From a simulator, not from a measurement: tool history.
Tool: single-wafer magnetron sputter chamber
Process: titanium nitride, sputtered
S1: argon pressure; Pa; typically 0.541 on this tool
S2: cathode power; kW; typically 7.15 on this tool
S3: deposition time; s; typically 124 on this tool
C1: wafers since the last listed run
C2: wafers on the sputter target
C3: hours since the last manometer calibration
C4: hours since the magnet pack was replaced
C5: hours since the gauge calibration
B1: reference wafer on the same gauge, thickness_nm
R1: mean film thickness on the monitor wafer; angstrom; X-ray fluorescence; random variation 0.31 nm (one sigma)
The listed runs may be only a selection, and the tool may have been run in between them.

run,day,S1,S2,S3,C1,C2,C3,C4,C5,B1,R1
1,0,0.541,7.15,124,0,3093,1863.5,6188.4,126.6,159.748,1469.57
2,2.533,0.541,7.15,124,893,3986,1924.3,6249.2,187.4,159.99,1466.47
3,5.162,0.541,7.15,124,927,4913,1987.4,6312.3,250.5,160.196,1478.3
4,6.333,0.541,7.15,124,412,5326,2015.5,6340.4,278.6,160.238,1479.12
5,7.404,0.541,7.15,124,377,5704,2041.2,6366.1,304.3,160.301,1478.65
6,9.35,0.451,7.15,124,686,6390,2087.9,6412.8,351,160.492,1549.23
7,11.938,0.541,5.75,124,912,7302,2150,6474.9,413.1,160.427,1191.31
8,13.388,0.648,7.15,124,511,7813,2184.8,6509.7,447.9,160.415,1400.24
# day 14.829: capacitance manometer re-zeroed and calibrated
9,14.85,0.541,7.15,124,398,8212,0.5,6544.8,483,160.526,1478.29
10,16.375,0.613,7.15,124,537,8749,37.1,6581.4,519.6,160.49,1427.41
# day 16.817: sputter target and shields replaced
# day 17.85: gauge calibrated
11,18.008,0.541,7.15,107,458,420,76.3,6620.6,3.8,158.945,1264.25
12,20.329,0.426,7.15,124,818,1238,132,6676.3,59.5,159.445,1556.24
# day 22.15: magnet pack replaced
13,22.196,0.541,6,138,540,1779,176.8,1.1,104.3,159.591,1367.09
14,24.883,0.541,7.15,124,947,2726,241.3,65.6,168.8,159.908,1477.94
15,27.817,0.541,7.15,124,1034,3761,311.7,136,239.2,160.224,1475.04

Forecast each of these 5 alternatives for the next run:
A,27.833,0.541,7.15,124,5,3767,312.1,136.4,239.6,?,?
B,27.833,0.349,8.15,124,5,3767,312.1,136.4,239.6,?,?
C,27.833,0.69,6.2,141,5,3767,312.1,136.4,239.6,?,?
D,27.833,0.541,7.15,139,5,3767,312.1,136.4,239.6,?,?
E,27.833,0.598,7.15,124,5,3767,312.1,136.4,239.6,?,?

run,B1,R1
A,160.167,1473.78
B,160.167,1851.04
C,160.167,1351.01
D,160.167,1652.06
E,160.167,1432.9
What these runs would have given with no unlogged condition in the tool:
run,R1
A,1463.39
B,1837.98
C,1341.48
D,1640.41
E,1422.8
